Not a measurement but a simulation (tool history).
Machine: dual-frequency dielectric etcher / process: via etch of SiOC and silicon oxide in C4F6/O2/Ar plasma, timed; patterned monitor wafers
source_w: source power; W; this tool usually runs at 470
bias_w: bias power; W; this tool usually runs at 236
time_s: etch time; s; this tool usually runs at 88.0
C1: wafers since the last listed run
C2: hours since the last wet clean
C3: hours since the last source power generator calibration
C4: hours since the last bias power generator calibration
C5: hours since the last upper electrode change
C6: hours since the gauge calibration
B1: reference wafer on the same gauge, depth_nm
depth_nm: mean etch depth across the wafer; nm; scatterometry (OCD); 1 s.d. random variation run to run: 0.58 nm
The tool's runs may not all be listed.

Run 1, hour 0.0: usual settings; C1 0; C2 107.1; C3 3854.6; C4 623.1; C5 1392.2; C6 311.3; B1 94.0. Result: depth_nm 111.8 nm.
Run 2, hour 36.6: usual settings; C1 438; C2 143.7; C3 3891.2; C4 659.7; C5 1428.8; C6 347.9; B1 94.3. Result: depth_nm 112.9 nm.
Run 3, hour 117.1: usual settings; C1 964; C2 224.2; C3 3971.7; C4 740.2; C5 1509.3; C6 428.4; B1 94.4. Result: depth_nm 112.9 nm.
Run 4, hour 221.2: usual settings; C1 1247; C2 328.3; C3 4075.8; C4 844.3; C5 1613.4; C6 532.5; B1 94.6. Result: depth_nm 113.7 nm.
At hour 298.9: wet clean of the chamber.
Run 5, hour 300.2: usual settings; C1 658; C2 1.3; C3 4154.8; C4 923.3; C5 1692.4; C6 611.5; B1 95.0. Result: depth_nm 115.1 nm.
Run 6, hour 404.9: usual settings; C1 1254; C2 106.0; C3 4259.5; C4 1028.0; C5 1797.1; C6 716.2; B1 95.6. Result: depth_nm 113.1 nm.
Run 7, hour 483.3: usual settings but source_w 540 W; C1 939; C2 184.4; C3 4337.9; C4 1106.4; C5 1875.5; C6 794.6; B1 95.5. Result: depth_nm 122.8 nm.
Run 8, hour 543.7: usual settings; C1 723; C2 244.8; C3 4398.3; C4 1166.8; C5 1935.9; C6 855.0; B1 96.0. Result: depth_nm 114.8 nm.
Run 9, hour 611.2: usual settings; C1 808; C2 312.3; C3 4465.8; C4 1234.3; C5 2003.4; C6 922.5; B1 96.3. Result: depth_nm 113.7 nm.
At hour 662.3: wet clean of the chamber.
At hour 676.8: gauge calibrated.
Run 10, hour 686.4: usual settings but source_w 540 W, bias_w 204 W; C1 613; C2 24.1; C3 4541.0; C4 1309.5; C5 2078.6; C6 9.6; B1 93.0. Result: depth_nm 111.2 nm.
At hour 738.9: source power generator calibrated.
At hour 743.0: bias power generator calibrated.
Run 11, hour 749.0: usual settings but source_w 550 W, bias_w 183 W, time_s 101.5 s; C1 654; C2 86.7; C3 10.1; C4 6.0; C5 2141.2; C6 72.2; B1 93.2. Result: depth_nm 122.3 nm.
Run 12, hour 847.6: usual settings but time_s 96.5 s; C1 1181; C2 185.3; C3 108.7; C4 104.6; C5 2239.8; C6 170.8; B1 93.3. Result: depth_nm 122.9 nm.
At hour 891.3: upper electrode replaced.
Run 13, hour 937.3: usual settings; C1 787; C2 275.0; C3 198.4; C4 194.3; C5 46.0; C6 260.5; B1 93.7. Result: depth_nm 112.4 nm.
At hour 963.8: wet clean of the chamber.
Run 14, hour 990.7: usual settings; C1 352; C2 26.9; C3 251.8; C4 247.7; C5 99.4; C6 313.9; B1 93.8. Result: depth_nm 111.4 nm.
Run 15, hour 1031.5: usual settings but time_s 96.5 s; C1 488; C2 67.7; C3 292.6; C4 288.5; C5 140.2; C6 354.7; B1 93.8. Result: depth_nm 123.2 nm.
Run 16, hour 1095.9: usual settings but time_s 96.5 s; C1 771; C2 132.1; C3 357.0; C4 352.9; C5 204.6; C6 419.1; B1 94.1. Result: depth_nm 123.1 nm.
Run 17, hour 1176.5: usual settings but source_w 390 W, bias_w 269 W, time_s 100.0 s; C1 965; C2 212.7; C3 437.6; C4 433.5; C5 285.2; C6 499.7; B1 94.3. Result: depth_nm 123.8 nm.
Run 18, hour 1249.8: usual settings but source_w 430 W, bias_w 280 W; C1 878; C2 286.0; C3 510.9; C4 506.8; C5 358.5; C6 573.0; B1 94.9. Result: depth_nm 118.0 nm.
At hour 1289.4: wet clean of the chamber.
Run 19, hour 1326.3: usual settings but bias_w 260 W; C1 629; C2 36.9; C3 587.4; C4 583.3; C5 435.0; C6 649.5; B1 94.9. Result: depth_nm 119.5 nm.

Branching from run 19: 4 alternative next runs. What would each branch give?
Run A, hour 1326.7: usual settings; C1 4; C2 37.3; C3 587.8; C4 583.7; C5 435.4; C6 649.9; B1 ?. Result: depth_nm ?.
Run B, hour 1326.7: usual settings but source_w 390 W; C1 4; C2 37.3; C3 587.8; C4 583.7; C5 435.4; C6 649.9; B1 ?. Result: depth_nm ?.
Run C, hour 1326.7: usual settings but source_w 570 W, bias_w 201 W, time_s 77.5 s; C1 4; C2 37.3; C3 587.8; C4 583.7; C5 435.4; C6 649.9; B1 ?. Result: depth_nm ?.
Run D, hour 1326.7: usual settings but source_w 560 W, bias_w 269 W, time_s 62.5 s; C1 4; C2 37.3; C3 587.8; C4 583.7; C5 435.4; C6 649.9; B1 ?. Result: depth_nm ?.

run    B1  depth_nm
  A  95.2     113.5
  B  95.2     102.6
  C  95.2     101.7
  D  95.2      93.8
With the hidden condition removed and each run's random variation left untouched, the same runs would have given:
run  depth_nm
  A     111.2
  B     100.6
  C      99.6
  D      91.9

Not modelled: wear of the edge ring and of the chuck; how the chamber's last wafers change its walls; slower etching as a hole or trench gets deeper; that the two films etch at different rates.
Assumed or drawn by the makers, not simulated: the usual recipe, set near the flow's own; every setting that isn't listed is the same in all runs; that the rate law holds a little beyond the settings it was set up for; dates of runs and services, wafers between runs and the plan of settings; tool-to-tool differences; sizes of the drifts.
